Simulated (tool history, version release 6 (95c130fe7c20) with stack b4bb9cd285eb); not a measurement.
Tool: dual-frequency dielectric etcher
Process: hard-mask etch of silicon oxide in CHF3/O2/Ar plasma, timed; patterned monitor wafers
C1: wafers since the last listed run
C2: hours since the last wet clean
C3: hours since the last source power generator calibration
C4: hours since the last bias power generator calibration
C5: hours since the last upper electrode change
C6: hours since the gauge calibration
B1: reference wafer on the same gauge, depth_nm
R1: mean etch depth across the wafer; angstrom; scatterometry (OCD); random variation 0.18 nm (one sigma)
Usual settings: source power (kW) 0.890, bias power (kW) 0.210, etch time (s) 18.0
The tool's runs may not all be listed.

{"run": 1, "hour": 0.0, "source power (kW)": 0.84, "bias power (kW)": 0.21, "etch time (s)": 18.0, "C1": 0, "C2": 122.3, "C3": 4766.5, "C4": 4663.8, "C5": 4164.4, "C6": 629.7, "B1": 48.5, "R1": 426.5}
{"run": 2, "hour": 44.2, "source power (kW)": 0.84, "bias power (kW)": 0.21, "etch time (s)": 18.0, "C1": 1046, "C2": 166.5, "C3": 4810.7, "C4": 4708.0, "C5": 4208.6, "C6": 673.9, "B1": 48.39, "R1": 427.2}
{"run": 3, "hour": 98.6, "source power (kW)": 0.89, "bias power (kW)": 0.21, "etch time (s)": 18.0, "C1": 1287, "C2": 220.9, "C3": 4865.1, "C4": 4762.4, "C5": 4263.0, "C6": 728.3, "B1": 48.35, "R1": 433.6}
{"hour": 109.6, "done": "gauge calibrated"}
{"run": 4, "hour": 158.5, "source power (kW)": 0.89, "bias power (kW)": 0.21, "etch time (s)": 18.0, "C1": 1418, "C2": 280.8, "C3": 4925.0, "C4": 4822.3, "C5": 4322.9, "C6": 48.9, "B1": 48.4, "R1": 432.6}
{"run": 5, "hour": 207.4, "source power (kW)": 0.89, "bias power (kW)": 0.21, "etch time (s)": 18.0, "C1": 1157, "C2": 329.7, "C3": 4973.9, "C4": 4871.2, "C5": 4371.8, "C6": 97.8, "B1": 48.42, "R1": 435.3}
{"run": 6, "hour": 279.1, "source power (kW)": 0.89, "bias power (kW)": 0.21, "etch time (s)": 19.5, "C1": 1697, "C2": 401.4, "C3": 5045.6, "C4": 4942.9, "C5": 4443.5, "C6": 169.5, "B1": 48.42, "R1": 470.3}
{"hour": 321.3, "done": "wet clean of the chamber"}
{"run": 7, "hour": 321.8, "source power (kW)": 0.89, "bias power (kW)": 0.21, "etch time (s)": 21.0, "C1": 442, "C2": 0.5, "C3": 5088.3, "C4": 4985.6, "C5": 4486.2, "C6": 212.2, "B1": 48.37, "R1": 503.3}
{"run": 8, "hour": 352.2, "source power (kW)": 0.89, "bias power (kW)": 0.249, "etch time (s)": 18.0, "C1": 719, "C2": 30.9, "C3": 5118.7, "C4": 5016.0, "C5": 4516.6, "C6": 242.6, "B1": 48.48, "R1": 452.7}
{"hour": 383.1, "done": "bias power generator calibrated"}
{"run": 9, "hour": 416.0, "source power (kW)": 0.72, "bias power (kW)": 0.21, "etch time (s)": 18.0, "C1": 1415, "C2": 94.7, "C3": 5182.5, "C4": 32.9, "C5": 4580.4, "C6": 306.4, "B1": 48.45, "R1": 409.9}
{"run": 10, "hour": 472.2, "source power (kW)": 0.72, "bias power (kW)": 0.21, "etch time (s)": 18.0, "C1": 1330, "C2": 150.9, "C3": 5238.7, "C4": 89.1, "C5": 4636.6, "C6": 362.6, "B1": 48.46, "R1": 410.1}
{"run": 11, "hour": 536.2, "source power (kW)": 0.89, "bias power (kW)": 0.21, "etch time (s)": 18.0, "C1": 1515, "C2": 214.9, "C3": 5302.7, "C4": 153.1, "C5": 4700.6, "C6": 426.6, "B1": 48.3, "R1": 433.2}
{"run": 12, "hour": 629.3, "source power (kW)": 0.89, "bias power (kW)": 0.21, "etch time (s)": 18.0, "C1": 2204, "C2": 308.0, "C3": 5395.8, "C4": 246.2, "C5": 4793.7, "C6": 519.7, "B1": 48.36, "R1": 434.6}
{"run": 13, "hour": 696.9, "source power (kW)": 0.89, "bias power (kW)": 0.21, "etch time (s)": 18.0, "C1": 1600, "C2": 375.6, "C3": 5463.4, "C4": 313.8, "C5": 4861.3, "C6": 587.3, "B1": 48.35, "R1": 431.9}
{"run": 14, "hour": 729.4, "source power (kW)": 0.89, "bias power (kW)": 0.21, "etch time (s)": 18.0, "C1": 769, "C2": 408.1, "C3": 5495.9, "C4": 346.3, "C5": 4893.8, "C6": 619.8, "B1": 48.41, "R1": 433.8}
{"run": 15, "hour": 765.3, "source power (kW)": 0.73, "bias power (kW)": 0.25, "etch time (s)": 13.0, "C1": 849, "C2": 444.0, "C3": 5531.8, "C4": 382.2, "C5": 4929.7, "C6": 655.7, "B1": 48.39, "R1": 313.1}
{"hour": 794.6, "done": "wet clean of the chamber"}
{"run": 16, "hour": 812.7, "source power (kW)": 0.98, "bias power (kW)": 0.21, "etch time (s)": 18.0, "C1": 554, "C2": 18.1, "C3": 5579.2, "C4": 429.6, "C5": 4977.1, "C6": 703.1, "B1": 48.45, "R1": 446.0}
{"hour": 825.1, "done": "gauge calibrated"}
{"hour": 834.5, "done": "source power generator calibrated"}
{"run": 17, "hour": 843.0, "source power (kW)": 0.89, "bias power (kW)": 0.21, "etch time (s)": 18.0, "C1": 622, "C2": 48.4, "C3": 8.5, "C4": 459.9, "C5": 5007.4, "C6": 17.9, "B1": 48.38, "R1": 435.1}
{"hour": 872.0, "done": "upper electrode replaced"}
{"run": 18, "hour": 912.0, "source power (kW)": 0.89, "bias power (kW)": 0.21, "etch time (s)": 13.0, "C1": 1065, "C2": 117.4, "C3": 77.5, "C4": 528.9, "C5": 40.0, "C6": 86.9, "B1": 48.36, "R1": 312.9}
{"run": 19, "hour": 946.4, "source power (kW)": 1.07, "bias power (kW)": 0.163, "etch time (s)": 18.0, "C1": 814, "C2": 151.8, "C3": 111.9, "C4": 563.3, "C5": 74.4, "C6": 121.3, "B1": 48.53, "R1": 429.9}
{"run": 20, "hour": 1011.8, "source power (kW)": 1.1, "bias power (kW)": 0.238, "etch time (s)": 22.0, "C1": 1548, "C2": 217.2, "C3": 177.3, "C4": 628.7, "C5": 139.8, "C6": 186.7, "B1": 48.53, "R1": 582.6}
{"run": 21, "hour": 1056.3, "source power (kW)": 0.72, "bias power (kW)": 0.255, "etch time (s)": 23.5, "C1": 1053, "C2": 261.7, "C3": 221.8, "C4": 673.2, "C5": 184.3, "C6": 231.2, "B1": 48.48, "R1": 566.5}
{"run": 22, "hour": 1115.7, "source power (kW)": 0.89, "bias power (kW)": 0.21, "etch time (s)": 16.0, "C1": 1406, "C2": 321.1, "C3": 281.2, "C4": 732.6, "C5": 243.7, "C6": 290.6, "B1": 48.33, "R1": 386.5}
{"run": 23, "hour": 1141.4, "source power (kW)": 0.72, "bias power (kW)": 0.21, "etch time (s)": 18.0, "C1": 608, "C2": 346.8, "C3": 306.9, "C4": 758.3, "C5": 269.4, "C6": 316.3, "B1": 48.42, "R1": 408.7}
{"hour": 1175.5, "done": "wet clean of the chamber"}
{"run": 24, "hour": 1179.7, "source power (kW)": 0.8, "bias power (kW)": 0.192, "etch time (s)": 20.0, "C1": 338, "C2": 4.2, "C3": 345.2, "C4": 796.6, "C5": 307.7, "C6": 354.6, "B1": 48.41, "R1": 456.9}

5 ways to go on from here, each from the tool as it stands after run 24. What would each give?
{"run": "A", "hour": 1180.1, "source power (kW)": 1.09, "bias power (kW)": 0.21, "etch time (s)": 18.0, "C1": 9, "C2": 4.6, "C3": 345.6, "C4": 797.0, "C5": 308.1, "C6": 355.0, "B1": "?", "R1": "?"}
{"run": "B", "hour": 1180.1, "source power (kW)": 0.68, "bias power (kW)": 0.191, "etch time (s)": 18.0, "C1": 9, "C2": 4.6, "C3": 345.6, "C4": 797.0, "C5": 308.1, "C6": 355.0, "B1": "?", "R1": "?"}
{"run": "C", "hour": 1180.1, "source power (kW)": 0.82, "bias power (kW)": 0.228, "etch time (s)": 18.0, "C1": 9, "C2": 4.6, "C3": 345.6, "C4": 797.0, "C5": 308.1, "C6": 355.0, "B1": "?", "R1": "?"}
{"run": "D", "hour": 1180.1, "source power (kW)": 1.1, "bias power (kW)": 0.21, "etch time (s)": 15.5, "C1": 9, "C2": 4.6, "C3": 345.6, "C4": 797.0, "C5": 308.1, "C6": 355.0, "B1": "?", "R1": "?"}
{"run": "E", "hour": 1180.1, "source power (kW)": 1.07, "bias power (kW)": 0.188, "etch time (s)": 13.5, "C1": 9, "C2": 4.6, "C3": 345.6, "C4": 797.0, "C5": 308.1, "C6": 355.0, "B1": "?", "R1": "?"}

run=A B1=48.42 R1=461.2
run=B B1=48.42 R1=395.0
run=C B1=48.42 R1=435.9
run=D B1=48.42 R1=398.2
run=E B1=48.42 R1=333.9
Without the tool's hidden state the same runs would have given:
run=A R1=461.2
run=B R1=395.0
run=C R1=435.9
run=D R1=398.2
run=E R1=333.9
